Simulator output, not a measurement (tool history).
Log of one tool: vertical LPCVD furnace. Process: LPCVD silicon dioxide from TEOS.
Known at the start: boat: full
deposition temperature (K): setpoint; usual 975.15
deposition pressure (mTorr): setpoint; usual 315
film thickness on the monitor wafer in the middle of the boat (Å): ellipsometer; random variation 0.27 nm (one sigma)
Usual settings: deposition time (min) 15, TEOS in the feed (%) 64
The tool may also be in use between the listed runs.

run	hour	deposition temperature (K)	deposition pressure (mTorr)	deposition time (min)	TEOS in the feed (%)	wafers since the last listed run	hours since the last temperature calibration	hours since the pressure gauge was zeroed	hours since the TEOS flow controller was replaced	hours since the gauge calibration	read-back reference wafer on the same gauge, thickness	film thickness on the monitor wafer in the middle of the boat (Å)
1	0	975.15	295	15	64	0	2344.4	1666.8	2225.6	1363.4	148	1273.5
2	19.4	975.15	315	15	64	510	2363.8	1686.2	2245	1382.8	148.01	1308.8
# hour 47.9: gauge calibrated
3	74.8	975.15	315	15	64	1458	2419.2	1741.6	2300.4	26.9	148.02	1314.4
4	104.5	975.15	315	15	64	782	2448.9	1771.3	2330.1	56.6	148.08	1314.4
5	137.6	975.15	315	15	64	871	2482	1804.4	2363.2	89.7	148.1	1317.2
6	173.2	975.15	315	15	64	937	2517.6	1840	2398.8	125.3	147.91	1314.8
7	191	975.15	315	15	64	468	2535.4	1857.8	2416.6	143.1	148	1321.5
8	205.4	975.15	315	15	64	379	2549.8	1872.2	2431	157.5	148.01	1315.2
# hour 239.3: TEOS flow controller replaced
9	239.8	969.15	315	15	64	273	2584.2	1906.6	0.5	191.9	148	1151.9
10	252.9	975.15	315	15	64	344	2597.3	1919.7	13.6	205	148.01	1321.1
# hour 299.6: thermocouples replaced and temperature profile calibrated
11	300.1	975.15	375	17.5	76	610	0.5	1966.9	60.8	252.2	147.93	1875.3
12	307.7	975.15	315	15	64	200	8.1	1974.5	68.4	259.8	148.01	1346.3
13	336.3	975.15	345	17	72	753	36.7	2003.1	97	288.4	147.95	1699.2
14	348.3	986.15	355	10	64	316	48.7	2015.1	109	300.4	147.88	1225.5
# hour 373.8: pressure gauge zeroed
15	377	975.15	315	18	59	123	77.4	3.2	137.7	329.1	147.92	1554.9
16	402.1	975.15	315	15	64	661	102.5	28.3	162.8	354.2	148.03	1347.9
17	426.4	975.15	315	15	74	639	126.8	52.6	187.1	378.5	148	1457.3
# hour 464.2: thermocouples replaced and temperature profile calibrated, repeated, since the last time left the tool worse
18	464.7	981.15	315	11.5	64	376	0.5	90.9	225.4	416.8	148.05	1130.6
19	484	975.15	315	21	64	508	19.8	110.2	244.7	436.1	147.91	1789.2
20	506.3	969.15	240	15	64	587	42.1	132.5	267	458.4	148.06	969
21	518.4	975.15	375	17.5	76	318	54.2	144.6	279.1	470.5	148.13	1775.9
22	539.3	975.15	315	15	72	550	75.1	165.5	300	491.4	147.9	1357.2
23	571.9	975.15	370	12	52	858	107.7	198.1	332.6	524	148.12	1002.2
24	607.1	975.15	315	15	64	926	142.9	233.3	367.8	559.2	148.08	1286
25	633.9	983.15	315	15	64	705	169.7	260.1	394.6	586	148.03	1543.3
26	649.1	975.15	340	15	64	400	184.9	275.3	409.8	601.2	148.13	1334.5
27	683.2	975.15	250	15	64	898	219	309.4	443.9	635.3	148	1142.7
28	701.3	975.15	315	15	77	476	237.1	327.5	462	653.4	147.95	1410.6
29	723.5	975.15	315	15	64	584	259.3	349.7	484.2	675.6	148.06	1289.3
30	749.2	966.15	315	12	75	676	285	375.4	509.9	701.3	148.01	898.7
31	773.4	964.15	265	11	64	637	309.2	399.6	534.1	725.5	147.99	667.8
32	788.4	975.15	315	15	64	395	324.2	414.6	549.1	740.5	148.05	1280.8

Forecast each of these 3 alternatives for the next run:
A	791.7	975.15	315	15	64	86	327.5	417.9	552.4	743.8	?	?
B	791.7	965.15	345	17.5	64	86	327.5	417.9	552.4	743.8	?	?
C	791.7	975.15	255	15	60	86	327.5	417.9	552.4	743.8	?	?

run	read-back reference wafer on the same gauge, thickness	film thickness on the monitor wafer in the middle of the boat (Å)
A	148.05	1282.9
B	148.05	1239.7
C	148.05	1117.6
Without the tool's hidden state the same runs would have given:
run	film thickness on the monitor wafer in the middle of the boat (Å)
A	1273.5
B	1230.5
C	1109.5
